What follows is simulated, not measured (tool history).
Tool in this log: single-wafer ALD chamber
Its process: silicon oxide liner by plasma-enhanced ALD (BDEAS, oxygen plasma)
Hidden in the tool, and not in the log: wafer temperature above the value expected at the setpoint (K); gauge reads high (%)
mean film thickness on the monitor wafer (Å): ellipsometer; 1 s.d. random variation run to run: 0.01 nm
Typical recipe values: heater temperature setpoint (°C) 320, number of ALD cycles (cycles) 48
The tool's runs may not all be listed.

| run | hour | heater temperature setpoint (°C) | number of ALD cycles (cycles) | wafers since the last listed run | hours since the last thermocouple change | hours since the gauge calibration | read-back reference wafer on the same gauge, thickness_nm | mean film thickness on the monitor wafer (Å) |
|---|---|---|---|---|---|---|---|---|
| 1 | 0 | 320 | 48 | 0 | 544.2 | 1093.6 | 4.46 | 40.57 |
| 2 | 68.3 | 320 | 48 | 352 | 612.5 | 1161.9 | 4.462 | 40.48 |
| 3 | 151 | 320 | 48 | 427 | 695.2 | 1244.6 | 4.461 | 40.7 |
| 4 | 249.4 | 311 | 45 | 508 | 793.6 | 1343 | 4.46 | 38.49 |
| 5 | 293.4 | 311 | 45 | 227 | 837.6 | 1387 | 4.461 | 38.48 |
|  | 328.3 | gauge calibrated |
| 6 | 341.8 | 311 | 45 | 249 | 886 | 13.5 | 4.459 | 38.37 |
| 7 | 435.5 | 328 | 48 | 483 | 979.7 | 107.2 | 4.457 | 40.48 |
| 8 | 502.6 | 328 | 48 | 346 | 1046.8 | 174.3 | 4.459 | 40.34 |
| 9 | 578.8 | 320 | 48 | 393 | 1123 | 250.5 | 4.46 | 40.92 |
| 10 | 651.1 | 320 | 45 | 373 | 1195.3 | 322.8 | 4.463 | 38.06 |
| 11 | 757.3 | 320 | 48 | 548 | 1301.5 | 429 | 4.459 | 40.65 |
| 12 | 828.7 | 320 | 48 | 368 | 1372.9 | 500.4 | 4.459 | 40.5 |
| 13 | 881.7 | 320 | 48 | 273 | 1425.9 | 553.4 | 4.458 | 40.59 |
| 14 | 946.2 | 320 | 48 | 333 | 1490.4 | 617.9 | 4.461 | 40.45 |
| 15 | 990.1 | 320 | 48 | 226 | 1534.3 | 661.8 | 4.461 | 40.75 |
| 16 | 1066.3 | 320 | 48 | 393 | 1610.5 | 738 | 4.461 | 40.73 |
| 17 | 1172.8 | 313 | 52 | 549 | 1717 | 844.5 | 4.459 | 44.47 |
| 18 | 1265.3 | 320 | 48 | 477 | 1809.5 | 937 | 4.46 | 40.64 |
| 19 | 1336.2 | 308 | 56 | 366 | 1880.4 | 1007.9 | 4.46 | 48.28 |
| 20 | 1399.1 | 309 | 42 | 324 | 1943.3 | 1070.8 | 4.459 | 36.17 |
|  | 1409.7 | thermocouple changed; heater temperature recalibrated |
| 21 | 1466.6 | 325 | 56 | 307 | 56.9 | 1138.3 | 4.46 | 47.24 |
| 22 | 1505.4 | 320 | 40 | 200 | 95.7 | 1177.1 | 4.461 | 34.05 |
| 23 | 1592.1 | 325 | 52 | 447 | 182.4 | 1263.8 | 4.459 | 43.77 |
| 24 | 1737.6 | 320 | 48 | 751 | 327.9 | 1409.3 | 4.458 | 40.51 |
| 25 | 1783.2 | 320 | 48 | 235 | 373.5 | 1454.9 | 4.46 | 40.66 |
|  | 1787.8 | gauge calibrated |
| 26 | 1852.6 | 311 | 53 | 358 | 442.9 | 64.8 | 4.459 | 45.46 |
| 27 | 1927.4 | 328 | 39 | 386 | 517.7 | 139.6 | 4.46 | 32.74 |
| 28 | 2019.9 | 320 | 56 | 477 | 610.2 | 232.1 | 4.463 | 47.34 |
| 29 | 2102.7 | 326 | 57 | 427 | 693 | 314.9 | 4.458 | 47.87 |
| 30 | 2170.2 | 320 | 42 | 348 | 760.5 | 382.4 | 4.458 | 35.64 |
| 31 | 2263.6 | 330 | 44 | 482 | 853.9 | 475.8 | 4.458 | 36.79 |

Alternative continuations, all from the tool just after run 31; predict every row:
| A | 2264.1 | 307 | 48 | 2 | 854.4 | 476.3 | ? | ? |
| B | 2264.1 | 335 | 46 | 2 | 854.4 | 476.3 | ? | ? |
| C | 2264.1 | 308 | 45 | 2 | 854.4 | 476.3 | ? | ? |
| D | 2264.1 | 333 | 48 | 2 | 854.4 | 476.3 | ? | ? |
| E | 2264.1 | 309 | 48 | 2 | 854.4 | 476.3 | ? | ? |

| run | read-back reference wafer on the same gauge, thickness_nm | mean film thickness on the monitor wafer (Å) |
|---|---|---|
| A | 4.461 | 41.37 |
| B | 4.461 | 38.26 |
| C | 4.461 | 38.73 |
| D | 4.461 | 40.03 |
| E | 4.461 | 41.26 |
What these runs would have given with no unlogged condition in the tool:
| run | mean film thickness on the monitor wafer (Å) |
|---|---|
| A | 41.37 |
| B | 38.26 |
| C | 38.73 |
| D | 40.03 |
| E | 41.26 |
